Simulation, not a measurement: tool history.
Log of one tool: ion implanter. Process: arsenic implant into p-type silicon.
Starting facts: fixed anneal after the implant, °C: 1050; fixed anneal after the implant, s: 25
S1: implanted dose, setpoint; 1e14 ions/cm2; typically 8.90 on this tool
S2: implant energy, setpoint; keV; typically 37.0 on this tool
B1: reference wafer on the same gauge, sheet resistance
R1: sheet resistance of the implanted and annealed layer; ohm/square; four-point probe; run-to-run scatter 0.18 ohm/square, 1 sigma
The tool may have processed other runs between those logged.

run	hour	S1	S2	B1	R1
1	0.0	8.90	37.0	98.04	115.61
# hour 26.6: gauge calibrated
2	76.1	8.90	37.0	97.92	115.37
3	99.5	10.60	37.0	97.96	102.32
# hour 129.9: Faraday cup replaced and dose calibrated
4	130.4	8.90	37.0	97.98	119.66
5	137.0	8.90	37.0	98.10	119.41
# hour 158.1: extraction supply calibrated
6	167.6	8.90	37.0	97.94	119.55
7	195.9	8.90	37.0	97.96	119.56
8	224.7	8.90	37.0	98.03	119.30
9	240.7	8.90	37.0	97.99	119.39
10	259.2	6.64	50.0	98.01	142.83
11	282.8	8.90	37.0	98.06	119.18
# hour 289.9: gauge calibrated
12	295.7	8.11	43.0	98.07	124.93
13	314.3	7.19	26.0	97.98	145.67
14	341.3	9.91	28.0	97.99	114.58
15	367.5	8.90	24.5	98.05	125.30
16	389.6	8.21	45.5	97.97	122.89

Forecast each of these 5 alternatives for the next run:
A	390.0	8.90	37.0	?	?
B	390.0	7.53	32.5	?	?
C	390.0	10.29	31.5	?	?
D	390.0	6.65	28.0	?	?
E	390.0	11.26	43.5	?	?

run	B1	R1
A	98.07	118.87
B	98.07	136.68
C	98.07	109.52
D	98.07	152.78
E	98.07	98.22
With no hidden state in the tool, these same runs would have given:
run	R1
A	119.35
B	137.24
C	109.93
D	153.42
E	98.60

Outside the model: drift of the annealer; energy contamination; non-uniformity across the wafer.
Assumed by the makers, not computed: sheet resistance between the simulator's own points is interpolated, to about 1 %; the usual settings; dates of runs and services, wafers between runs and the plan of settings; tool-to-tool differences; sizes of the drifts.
